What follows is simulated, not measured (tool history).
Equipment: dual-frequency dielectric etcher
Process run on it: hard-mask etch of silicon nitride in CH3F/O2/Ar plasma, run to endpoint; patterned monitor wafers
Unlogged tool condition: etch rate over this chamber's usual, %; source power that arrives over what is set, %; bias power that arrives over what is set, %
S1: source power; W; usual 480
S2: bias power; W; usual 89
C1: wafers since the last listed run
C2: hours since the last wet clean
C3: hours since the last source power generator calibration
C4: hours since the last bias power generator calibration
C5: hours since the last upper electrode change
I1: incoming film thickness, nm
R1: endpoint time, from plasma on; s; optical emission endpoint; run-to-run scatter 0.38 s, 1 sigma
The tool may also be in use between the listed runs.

run     day   S1   S2   C1     C2      C3      C4      C5     I1    R1
  1       0  480   89    0  100.8  3093.9   628.6  2291.5  39.23  50.1
  2   1.012  480   89  220  125.1  3118.2   652.9  2315.8  39.43  50.6
  3     3.1  480   89  454  175.2  3168.3     703  2365.9  39.38  51.2
  4   5.646  480   94  554  236.3  3229.4   764.1    2427  39.19    50
  5   8.212  480   89  558  297.9    3291   825.7  2488.6  39.47  51.5
  6   9.617  480   89  305  331.6  3324.7   859.4  2522.3  39.22  51.6
  7  10.875  480   89  273  361.8  3354.9   889.6  2552.5   38.9  50.9
  8  13.583  480   89  589  426.8  3419.9   954.6  2617.5  39.29  52.6
  9  16.554  480   89  646  498.1  3491.2  1025.9  2688.8  39.41    53
     17.712  -- upper electrode replaced
 10  19.467  480   89  416    568  3561.1  1095.8    42.1   39.4    53
     21.492  -- wet clean of the chamber
 11  21.925  480   89  317   10.4  3620.1  1154.8   101.1  39.29  49.7
 12    23.7  480   89  386     53  3662.7  1197.4   143.7  39.24  49.2
 13  25.029  480   89  289   84.9  3694.6  1229.3   175.6  39.51  50.1
     27.221  -- source power generator calibrated
 14  27.854  480   89  578  152.7    15.2  1297.1   243.4  38.93  49.2
 15  30.796  430   81  640  223.3    85.8  1367.7     314  39.43  53.9
 16  32.042  540   89  271  253.2   115.7  1397.6   343.9  39.26  48.4
 17  33.988  590   99  423  299.9   162.4  1444.3   390.6  38.95  45.5
 18  36.125  440   89  465  351.2   213.7  1495.6   441.9  39.09  52.4
 19  37.967  480   89  400  395.4   257.9  1539.8   486.1   39.7  51.5
     40.112  -- bias power generator calibrated
 20  40.579  480   99  532  458.1   320.6    11.2   548.8  39.62  50.8
 21  43.329  420   70  598  524.1   386.6    77.2   614.8  39.71  57.9
     45.321  -- wet clean of the chamber
 22  45.342  480  107  220    0.5   434.9   125.5   663.1  39.67  46.8
 23  45.779  480   89   95     11   445.4     136   673.6  39.51  48.9
 24  46.912  560   70  246   38.2   472.6   163.2   700.8  39.92  50.4
 25  48.817  440   89  414   83.9   518.3   208.9   746.5  39.84  52.2
 26  50.929  480   89  459  134.6     569   259.6   797.2   39.7    50

Predict each of these 3 candidate next runs independently; none follows another, all start after run 26:
  A  50.946  480   95   3  135  569.4  260  797.6  39.69   ?
  B  50.946  480  110   3  135  569.4  260  797.6  39.69   ?
  C  50.946  530   79   3  135  569.4  260  797.6  39.69   ?

run    R1
  A  49.8
  B  47.9
  C  50.5
Take away the tool's hidden state, keep each run's random variation, and the runs would have read:
run    R1
  A  49.5
  B  47.6
  C  50.1

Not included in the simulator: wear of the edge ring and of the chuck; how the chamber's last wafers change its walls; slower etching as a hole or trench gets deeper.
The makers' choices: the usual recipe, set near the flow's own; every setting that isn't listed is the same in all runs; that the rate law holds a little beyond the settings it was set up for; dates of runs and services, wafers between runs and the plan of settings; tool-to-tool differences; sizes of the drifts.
